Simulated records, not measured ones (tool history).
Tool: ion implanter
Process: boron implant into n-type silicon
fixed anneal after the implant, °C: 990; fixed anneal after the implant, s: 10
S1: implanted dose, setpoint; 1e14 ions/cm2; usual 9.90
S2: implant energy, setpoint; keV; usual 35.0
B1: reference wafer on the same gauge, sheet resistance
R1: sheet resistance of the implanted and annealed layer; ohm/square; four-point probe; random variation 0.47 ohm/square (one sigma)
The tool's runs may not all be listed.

run	hour	S1	S2	B1	R1
1	0.0	10.98	35.0	108.97	113.72
2	38.9	12.00	27.0	109.00	107.88
3	64.3	12.00	27.0	108.82	108.77
4	100.5	8.35	35.0	108.85	141.99
5	158.7	8.35	35.0	109.29	142.92
6	241.2	9.90	35.0	109.15	124.51
7	265.5	9.90	35.0	109.02	125.25
8	400.0	10.84	44.5	109.08	115.17
# hour 455.8: Faraday cup replaced and dose calibrated
9	456.3	10.84	44.5	108.68	110.94
# hour 472.2: extraction supply calibrated
10	498.1	10.84	44.5	108.92	110.71
11	541.7	10.84	44.5	109.05	111.68
12	569.1	8.05	46.5	108.98	140.01
13	634.2	8.76	40.5	109.03	132.12
14	667.8	12.17	43.5	108.78	101.72
15	731.8	8.29	27.5	109.00	141.75
# hour 732.5: gauge calibrated
16	798.2	9.90	35.0	108.98	120.55
17	864.3	8.11	46.5	109.01	140.98
18	894.8	11.21	29.0	108.94	111.15
19	1083.8	8.07	39.5	108.92	141.83
20	1109.1	9.90	28.0	109.03	122.20

Forecast each of these 3 alternatives for the next run:
A	1109.5	9.90	39.0	?	?
B	1109.5	8.86	35.0	?	?
C	1109.5	11.13	30.0	?	?

run	B1	R1
A	108.90	120.02
B	108.90	131.58
C	108.90	110.54
Without the tool's hidden state the same runs would have given:
run	R1
A	118.82
B	130.24
C	109.48

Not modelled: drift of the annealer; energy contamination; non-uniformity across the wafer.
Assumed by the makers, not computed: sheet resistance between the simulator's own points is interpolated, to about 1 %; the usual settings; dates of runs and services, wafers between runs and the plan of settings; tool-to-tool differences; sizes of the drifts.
